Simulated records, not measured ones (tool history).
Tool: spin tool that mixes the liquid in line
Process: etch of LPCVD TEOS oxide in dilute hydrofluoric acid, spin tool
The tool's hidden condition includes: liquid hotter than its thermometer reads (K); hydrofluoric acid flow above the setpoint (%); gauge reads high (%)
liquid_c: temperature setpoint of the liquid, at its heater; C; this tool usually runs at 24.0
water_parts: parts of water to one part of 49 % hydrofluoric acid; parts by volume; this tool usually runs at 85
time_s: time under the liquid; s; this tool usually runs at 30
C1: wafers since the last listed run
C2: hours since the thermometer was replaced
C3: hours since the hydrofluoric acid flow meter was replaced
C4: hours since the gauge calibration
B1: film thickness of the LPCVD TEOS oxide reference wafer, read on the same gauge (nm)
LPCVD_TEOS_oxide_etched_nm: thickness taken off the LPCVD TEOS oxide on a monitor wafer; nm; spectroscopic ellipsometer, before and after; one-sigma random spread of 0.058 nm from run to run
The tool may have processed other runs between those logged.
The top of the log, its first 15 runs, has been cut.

{"run": 16, "day": 29.929, "liquid_c": 24.0, "water_parts": 85, "time_s": 30, "C1": 892, "C2": 216.6, "C3": 836.7, "C4": 937.2, "B1": 70.0, "LPCVD_TEOS_oxide_etched_nm": 15.84}
{"run": 17, "day": 30.942, "liquid_c": 24.0, "water_parts": 85, "time_s": 30, "C1": 342, "C2": 240.9, "C3": 861.0, "C4": 961.5, "B1": 70.0, "LPCVD_TEOS_oxide_etched_nm": 15.77}
{"run": 18, "day": 32.433, "liquid_c": 21.5, "water_parts": 50, "time_s": 50, "C1": 503, "C2": 276.7, "C3": 896.8, "C4": 997.3, "B1": 70.01, "LPCVD_TEOS_oxide_etched_nm": 42.09}
{"day": 33.496, "done": "hydrofluoric acid flow meter replaced"}
{"run": 19, "day": 33.571, "liquid_c": 22.5, "water_parts": 110, "time_s": 15, "C1": 370, "C2": 304.0, "C3": 1.8, "C4": 1024.6, "B1": 70.02, "LPCVD_TEOS_oxide_etched_nm": 5.29}
{"run": 20, "day": 34.812, "liquid_c": 29.0, "water_parts": 105, "time_s": 45, "C1": 419, "C2": 333.8, "C3": 31.6, "C4": 1054.4, "B1": 70.0, "LPCVD_TEOS_oxide_etched_nm": 21.54}
{"run": 21, "day": 37.304, "liquid_c": 21.0, "water_parts": 50, "time_s": 40, "C1": 841, "C2": 393.6, "C3": 91.4, "C4": 1114.2, "B1": 70.01, "LPCVD_TEOS_oxide_etched_nm": 31.55}
{"run": 22, "day": 40.096, "liquid_c": 20.5, "water_parts": 55, "time_s": 15, "C1": 943, "C2": 460.6, "C3": 158.4, "C4": 1181.2, "B1": 70.0, "LPCVD_TEOS_oxide_etched_nm": 10.49}
{"run": 23, "day": 42.725, "liquid_c": 24.0, "water_parts": 120, "time_s": 45, "C1": 888, "C2": 523.7, "C3": 221.5, "C4": 1244.3, "B1": 70.03, "LPCVD_TEOS_oxide_etched_nm": 15.57}
{"day": 42.8, "done": "gauge calibrated"}
{"run": 24, "day": 44.975, "liquid_c": 27.0, "water_parts": 110, "time_s": 45, "C1": 760, "C2": 577.7, "C3": 275.5, "C4": 52.2, "B1": 70.01, "LPCVD_TEOS_oxide_etched_nm": 19.31}
{"run": 25, "day": 46.338, "liquid_c": 24.0, "water_parts": 85, "time_s": 30, "C1": 460, "C2": 610.4, "C3": 308.2, "C4": 84.9, "B1": 70.0, "LPCVD_TEOS_oxide_etched_nm": 15.32}
{"run": 26, "day": 49.05, "liquid_c": 24.0, "water_parts": 85, "time_s": 15, "C1": 916, "C2": 675.5, "C3": 373.3, "C4": 150.0, "B1": 70.01, "LPCVD_TEOS_oxide_etched_nm": 7.77}
{"run": 27, "day": 50.642, "liquid_c": 24.0, "water_parts": 100, "time_s": 30, "C1": 537, "C2": 713.7, "C3": 411.5, "C4": 188.2, "B1": 69.98, "LPCVD_TEOS_oxide_etched_nm": 12.88}
{"run": 28, "day": 57.696, "liquid_c": 24.0, "water_parts": 85, "time_s": 30, "C1": 2383, "C2": 883.0, "C3": 580.8, "C4": 357.5, "B1": 69.98, "LPCVD_TEOS_oxide_etched_nm": 15.64}
{"run": 29, "day": 59.446, "liquid_c": 24.0, "water_parts": 85, "time_s": 30, "C1": 591, "C2": 925.0, "C3": 622.8, "C4": 399.5, "B1": 70.01, "LPCVD_TEOS_oxide_etched_nm": 15.58}
{"run": 30, "day": 62.146, "liquid_c": 24.0, "water_parts": 95, "time_s": 30, "C1": 912, "C2": 989.8, "C3": 687.6, "C4": 464.3, "B1": 70.02, "LPCVD_TEOS_oxide_etched_nm": 13.83}

The next listed run, before its measurement:
{"run": 31, "day": 65.133, "liquid_c": 24.0, "water_parts": 85, "time_s": 40, "C1": 1009, "C2": 1061.5, "C3": 759.3, "C4": 536.0, "B1": "?", "LPCVD_TEOS_oxide_etched_nm": "?"}

{"run 31": {"B1": 69.96, "LPCVD_TEOS_oxide_etched_nm": 21.15}}
Without the tool's hidden state the same run would have given LPCVD_TEOS_oxide_etched_nm 19.93 nm.
